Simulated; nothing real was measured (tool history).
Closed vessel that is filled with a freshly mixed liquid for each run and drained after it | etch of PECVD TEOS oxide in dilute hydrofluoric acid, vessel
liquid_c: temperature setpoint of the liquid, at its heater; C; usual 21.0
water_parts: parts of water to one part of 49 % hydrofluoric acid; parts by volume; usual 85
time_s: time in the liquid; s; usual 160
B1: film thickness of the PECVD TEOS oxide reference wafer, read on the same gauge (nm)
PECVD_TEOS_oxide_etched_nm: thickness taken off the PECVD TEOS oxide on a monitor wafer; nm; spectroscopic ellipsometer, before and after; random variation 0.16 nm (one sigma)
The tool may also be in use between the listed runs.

{"run": 1, "hour": 0.0, "liquid_c": 21.0, "water_parts": 85, "time_s": 160, "B1": 100.01, "PECVD_TEOS_oxide_etched_nm": 24.1}
{"run": 2, "hour": 93.9, "liquid_c": 21.0, "water_parts": 85, "time_s": 160, "B1": 100.0, "PECVD_TEOS_oxide_etched_nm": 23.95}
{"run": 3, "hour": 140.4, "liquid_c": 21.0, "water_parts": 85, "time_s": 160, "B1": 100.01, "PECVD_TEOS_oxide_etched_nm": 23.71}
{"run": 4, "hour": 231.8, "liquid_c": 21.0, "water_parts": 100, "time_s": 160, "B1": 99.99, "PECVD_TEOS_oxide_etched_nm": 19.96}
{"run": 5, "hour": 290.7, "liquid_c": 21.0, "water_parts": 85, "time_s": 160, "B1": 100.03, "PECVD_TEOS_oxide_etched_nm": 24.02}
{"run": 6, "hour": 373.3, "liquid_c": 21.0, "water_parts": 75, "time_s": 160, "B1": 99.98, "PECVD_TEOS_oxide_etched_nm": 27.8}
{"hour": 381.1, "done": "hydrofluoric acid flow meter replaced"}
{"run": 7, "hour": 454.4, "liquid_c": 21.0, "water_parts": 85, "time_s": 160, "B1": 99.98, "PECVD_TEOS_oxide_etched_nm": 24.08}
{"run": 8, "hour": 504.9, "liquid_c": 21.0, "water_parts": 85, "time_s": 160, "B1": 99.99, "PECVD_TEOS_oxide_etched_nm": 24.36}
{"hour": 559.2, "done": "thermometer replaced"}
{"run": 9, "hour": 608.6, "liquid_c": 18.5, "water_parts": 85, "time_s": 105, "B1": 100.0, "PECVD_TEOS_oxide_etched_nm": 15.25}
{"run": 10, "hour": 695.0, "liquid_c": 18.5, "water_parts": 85, "time_s": 105, "B1": 99.97, "PECVD_TEOS_oxide_etched_nm": 15.29}
{"run": 11, "hour": 752.1, "liquid_c": 18.5, "water_parts": 85, "time_s": 105, "B1": 100.0, "PECVD_TEOS_oxide_etched_nm": 15.19}
{"run": 12, "hour": 833.9, "liquid_c": 21.0, "water_parts": 85, "time_s": 160, "B1": 99.98, "PECVD_TEOS_oxide_etched_nm": 25.79}
{"hour": 856.8, "done": "gauge calibrated"}
{"run": 13, "hour": 932.5, "liquid_c": 21.0, "water_parts": 85, "time_s": 160, "B1": 100.01, "PECVD_TEOS_oxide_etched_nm": 25.53}
{"run": 14, "hour": 1026.1, "liquid_c": 21.0, "water_parts": 70, "time_s": 160, "B1": 100.02, "PECVD_TEOS_oxide_etched_nm": 31.76}
{"run": 15, "hour": 1096.7, "liquid_c": 17.0, "water_parts": 120, "time_s": 120, "B1": 100.0, "PECVD_TEOS_oxide_etched_nm": 11.36}
{"run": 16, "hour": 1180.4, "liquid_c": 17.0, "water_parts": 65, "time_s": 185, "B1": 100.02, "PECVD_TEOS_oxide_etched_nm": 34.2}
{"hour": 1183.9, "done": "thermometer replaced, repeated, since the last time left the tool worse"}
{"run": 17, "hour": 1257.4, "liquid_c": 21.0, "water_parts": 85, "time_s": 235, "B1": 99.95, "PECVD_TEOS_oxide_etched_nm": 33.43}
{"run": 18, "hour": 1311.6, "liquid_c": 18.0, "water_parts": 50, "time_s": 195, "B1": 100.0, "PECVD_TEOS_oxide_etched_nm": 43.68}
{"run": 19, "hour": 1404.2, "liquid_c": 21.0, "water_parts": 85, "time_s": 160, "B1": 100.01, "PECVD_TEOS_oxide_etched_nm": 23.21}
{"run": 20, "hour": 1507.2, "liquid_c": 21.0, "water_parts": 85, "time_s": 160, "B1": 99.99, "PECVD_TEOS_oxide_etched_nm": 23.07}
{"run": 21, "hour": 1587.5, "liquid_c": 22.5, "water_parts": 110, "time_s": 120, "B1": 100.0, "PECVD_TEOS_oxide_etched_nm": 14.01}
{"run": 22, "hour": 1631.0, "liquid_c": 19.0, "water_parts": 100, "time_s": 235, "B1": 100.03, "PECVD_TEOS_oxide_etched_nm": 26.28}
{"run": 23, "hour": 1669.8, "liquid_c": 21.0, "water_parts": 85, "time_s": 135, "B1": 100.01, "PECVD_TEOS_oxide_etched_nm": 19.76}
{"run": 24, "hour": 1755.8, "liquid_c": 19.0, "water_parts": 60, "time_s": 225, "B1": 99.97, "PECVD_TEOS_oxide_etched_nm": 44.29}
{"run": 25, "hour": 1793.9, "liquid_c": 21.0, "water_parts": 85, "time_s": 160, "B1": 100.0, "PECVD_TEOS_oxide_etched_nm": 23.62}
{"hour": 1846.2, "done": "hydrofluoric acid flow meter replaced"}
{"run": 26, "hour": 1899.7, "liquid_c": 25.0, "water_parts": 45, "time_s": 215, "B1": 99.95, "PECVD_TEOS_oxide_etched_nm": 74.38}
{"run": 27, "hour": 1994.1, "liquid_c": 24.5, "water_parts": 110, "time_s": 135, "B1": 100.01, "PECVD_TEOS_oxide_etched_nm": 17.13}
{"run": 28, "hour": 2224.1, "liquid_c": 25.0, "water_parts": 85, "time_s": 160, "B1": 99.98, "PECVD_TEOS_oxide_etched_nm": 28.03}
{"run": 29, "hour": 2331.4, "liquid_c": 23.0, "water_parts": 60, "time_s": 160, "B1": 100.01, "PECVD_TEOS_oxide_etched_nm": 37.91}
{"run": 30, "hour": 2414.5, "liquid_c": 18.5, "water_parts": 85, "time_s": 160, "B1": 99.97, "PECVD_TEOS_oxide_etched_nm": 21.37}
{"run": 31, "hour": 2460.4, "liquid_c": 21.0, "water_parts": 85, "time_s": 195, "B1": 100.01, "PECVD_TEOS_oxide_etched_nm": 29.15}
{"run": 32, "hour": 2533.0, "liquid_c": 25.5, "water_parts": 70, "time_s": 190, "B1": 100.0, "PECVD_TEOS_oxide_etched_nm": 42.42}
{"run": 33, "hour": 2606.5, "liquid_c": 21.0, "water_parts": 85, "time_s": 160, "B1": 99.99, "PECVD_TEOS_oxide_etched_nm": 23.94}
{"run": 34, "hour": 2671.4, "liquid_c": 21.0, "water_parts": 85, "time_s": 200, "B1": 100.03, "PECVD_TEOS_oxide_etched_nm": 30.05}

3 ways to go on from here, each from the tool as it stands after run 34. What would each give?
{"run": "A", "hour": 2672.1, "liquid_c": 25.5, "water_parts": 85, "time_s": 160, "B1": "?", "PECVD_TEOS_oxide_etched_nm": "?"}
{"run": "B", "hour": 2672.1, "liquid_c": 23.5, "water_parts": 105, "time_s": 200, "B1": "?", "PECVD_TEOS_oxide_etched_nm": "?"}
{"run": "C", "hour": 2672.1, "liquid_c": 23.5, "water_parts": 95, "time_s": 245, "B1": "?", "PECVD_TEOS_oxide_etched_nm": "?"}

run=A B1=100.01 PECVD_TEOS_oxide_etched_nm=29.06
run=B B1=100.01 PECVD_TEOS_oxide_etched_nm=26.50
run=C B1=100.01 PECVD_TEOS_oxide_etched_nm=36.33
Without the tool's hidden state the same runs would have given:
run=A PECVD_TEOS_oxide_etched_nm=27.44
run=B PECVD_TEOS_oxide_etched_nm=25.02
run=C PECVD_TEOS_oxide_etched_nm=34.29
